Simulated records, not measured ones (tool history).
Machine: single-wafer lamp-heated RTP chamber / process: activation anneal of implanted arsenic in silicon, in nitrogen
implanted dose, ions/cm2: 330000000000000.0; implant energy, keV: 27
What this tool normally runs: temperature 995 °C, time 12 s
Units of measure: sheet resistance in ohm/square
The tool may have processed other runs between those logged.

run     day  temperature  time  read-back reference wafer on the same gauge, sheet resistance  sheet resistance
  1       0          995    12                                                         237.51            281.41
  2   0.583          995    12                                                         237.64            281.47
  3   1.625          995    12                                                         237.49            281.83
  4   2.433          981     7                                                         237.78            284.08
  5   2.979          981     7                                                         237.52            284.06
  6   3.842          981     7                                                         237.66            284.22
  7   4.938          995    12                                                         237.65             281.2
  8   5.975          995    12                                                         237.83            281.77
  9   7.008          995    12                                                         237.85            281.78
 10   8.067          995    12                                                         237.81            281.54
      9.279  -- pyrometer window cleaned and pyrometer calibrated
 11     9.3          995    12                                                         237.71            281.63
 12   9.471          995    12                                                         237.75             282.6
     10.204  -- gauge calibrated
 13  10.558          995    12                                                         234.28            277.46
 14  11.321          995    12                                                          234.6            277.73
 15  12.071          995    12                                                         234.88             278.4
 16  13.096          995    14                                                         235.06             277.3
     13.867  -- reflector plate cleaned
 17  14.138         1012     5                                                         235.32            281.23
 18  15.612          995     8                                                         235.66            279.73
 19  16.896         1013    12                                                         235.96             278.1
 20  17.629          995     7                                                         235.97            281.63
 21  19.288          995    12                                                         236.36            279.95
 22  20.067         1007    16                                                         236.37            277.77
 23  20.846         1006    16                                                         236.49            278.12
     21.746  -- pyrometer window cleaned and pyrometer calibrated
 24  22.379          995    12                                                         236.74            280.31
 25  23.858          969    17                                                         236.82            281.81
 26  24.925          995     6                                                         237.08             282.8
 27  25.754          995     5                                                         236.95            283.54
 28  26.279         1017     5                                                         236.94            282.29
 29  26.938          978    10                                                         237.02            282.18

The logged runs with the hidden state left out (each run's random variation unchanged):
What the log doesn't record here: true wafer temperature minus pyrometer reading, K; wafer temperature error from the tarnished reflector plate, K; gauge reads high (%).
run  sheet resistance
  1            277.29
  2            277.31
  3             277.6
  4            279.78
  5            279.72
  6            279.84
  7            276.82
  8            277.34
  9            277.32
 10            277.04
 11             277.1
 12            278.05
 13            277.16
 14            277.13
 15            277.52
 16            276.08
 17            279.68
 18             277.8
 19            275.88
 20            279.23
 21            277.26
 22            274.97
 23             275.2
 24            277.16
 25            278.48
 26            279.35
 27               280
 28            278.72
 29            278.56

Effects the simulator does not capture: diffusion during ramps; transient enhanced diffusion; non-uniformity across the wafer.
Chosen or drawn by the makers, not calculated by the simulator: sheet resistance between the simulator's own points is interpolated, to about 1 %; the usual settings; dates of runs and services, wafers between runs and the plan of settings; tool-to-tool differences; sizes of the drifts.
